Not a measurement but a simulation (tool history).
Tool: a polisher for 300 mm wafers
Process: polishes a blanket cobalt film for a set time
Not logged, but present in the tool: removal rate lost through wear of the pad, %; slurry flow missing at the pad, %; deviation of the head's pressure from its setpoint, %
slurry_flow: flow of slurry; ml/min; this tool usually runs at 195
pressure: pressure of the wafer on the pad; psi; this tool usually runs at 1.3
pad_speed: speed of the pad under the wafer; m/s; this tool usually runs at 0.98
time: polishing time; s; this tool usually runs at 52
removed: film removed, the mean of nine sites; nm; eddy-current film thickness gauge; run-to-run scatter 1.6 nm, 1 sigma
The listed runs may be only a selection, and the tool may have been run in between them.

run    hour  slurry_flow  pressure  pad_speed  time  wafers since the last listed run  wafers polished on this pad  hours since the slurry nozzle was cleaned  hours since the head pressure was calibrated  incoming thickness of the incoming film, nm  removed
  1     0.0          195       1.3       0.98    59                                 0                         2352                                      240.1                                         340.4                                        839.6    155.6
  2    85.3          195       1.3       0.98    52                               586                         2938                                      325.4                                         425.7                                        845.8    132.8
      120.8  -- worn pad replaced by a new one
  3   125.1          195       1.3       0.98    52                               246                           29                                      365.2                                         465.5                                        838.8    133.3
  4   180.8          195       1.3       0.98    52                               382                          412                                      420.9                                         521.2                                        840.5    131.2
      229.7  -- slurry nozzle cleaned
  5   268.5          195       1.3       0.98    52                               595                         1007                                       38.8                                         608.9                                        835.1    131.5
  6   355.4          195       1.3       0.98    52                               597                         1605                                      125.7                                         695.8                                        844.7    128.2
  7   446.2          195       1.3       0.98    52                               623                         2229                                      216.5                                         786.6                                        824.9    126.7
      483.5  -- worn pad replaced by a new one
  8   521.2          195       1.3       0.98    52                               487                          259                                      291.5                                         861.6                                        838.7    126.4
  9   575.8          195       1.3       0.98    52                               375                          634                                      346.1                                         916.2                                        844.4    123.5
      633.6  -- slurry nozzle cleaned
      640.1  -- head pressure recalibrated
 10   661.4          195       1.3       0.98    52                               567                         1202                                       27.8                                          21.3                                        845.1    133.6
 11   731.4          195       1.3       0.88    52                               481                         1683                                       97.8                                          91.3                                        842.7    122.8
 12   831.5          195       1.3       0.88    52                               687                         2371                                      197.9                                         191.4                                        843.5    120.9
 13   901.1          195       1.3       0.98    52                               478                         2849                                      267.5                                         261.0                                        840.9    138.9
      939.9  -- worn pad replaced by a new one
 14   975.1          195       1.3       0.98    41                               481                          242                                      341.5                                         335.0                                        856.9    106.1
 15  1077.2          170       1.0       0.98    52                               701                          943                                      443.6                                         437.1                                        834.0    100.3
     1080.6  -- slurry nozzle cleaned
 16  1114.1          195       1.3       0.98    52                               246                         1190                                       33.5                                         474.0                                        828.2    132.7
 17  1204.8          140       1.0       1.16    45                               623                         1813                                      124.2                                         564.7                                        835.3     98.8
 18  1248.9          160       1.3       0.98    64                               303                         2116                                      168.3                                         608.8                                        847.1    157.5
     1313.9  -- worn pad replaced by a new one
 19  1347.3          195       1.3       0.98    52                               648                          229                                      266.7                                         707.2                                        849.3    127.6
 20  1384.5          160       0.9       1.12    68                               255                          485                                      303.9                                         744.4                                        835.4    129.5
 21  1491.5          220       1.3       0.80    52                               735                         1220                                      410.9                                         851.4                                        845.3    103.5
     1525.1  -- slurry nozzle cleaned
 22  1528.7          195       1.3       0.98    52                               248                         1469                                        3.6                                         888.6                                        849.7    124.8
 23  1587.4          195       1.8       0.98    52                               403                         1872                                       62.3                                         947.3                                        836.5    173.0
     1620.7  -- head pressure recalibrated
 24  1674.0          195       1.3       0.98    52                               581                         2454                                      148.9                                          53.3                                        842.9    135.2
     1771.9  -- worn pad replaced by a new one
 25  1776.3          195       0.9       0.98    52                               675                           30                                      251.2                                         155.6                                        844.3     93.9
 26  1821.5          170       1.1       1.22    65                               310                          340                                      296.4                                         200.8                                        839.0    173.9
 27  1906.0          195       1.5       1.20    52                               580                          921                                      380.9                                         285.3                                        834.9    186.3
     1911.6  -- slurry nozzle cleaned
 28  1956.9          235       1.3       0.88    57                               342                         1264                                       45.3                                         336.2                                        842.8    130.3
 29  2054.2          260       1.4       0.98    36                               668                         1932                                      142.6                                         433.5                                        837.5    102.0

Consider 3 possible next runs. They are alternatives, not a sequence: every one starts from the tool as it was left by run 29. What does each give?
  A  2054.6          195       1.3       0.98    58                                 2                         1935                                      143.0                                         433.9                                        854.2        ?
  B  2054.6          230       0.9       1.28    47                                 2                         1935                                      143.0                                         433.9                                        854.2        ?
  C  2054.6          195       1.8       0.98    69                                 2                         1935                                      143.0                                         433.9                                        854.2        ?

run  removed
  A    144.2
  B    107.7
  C    237.6
Stripped of hidden state, with their random variation kept, the same runs would have yielded:
run  removed
  A    150.6
  B    112.5
  C    248.0

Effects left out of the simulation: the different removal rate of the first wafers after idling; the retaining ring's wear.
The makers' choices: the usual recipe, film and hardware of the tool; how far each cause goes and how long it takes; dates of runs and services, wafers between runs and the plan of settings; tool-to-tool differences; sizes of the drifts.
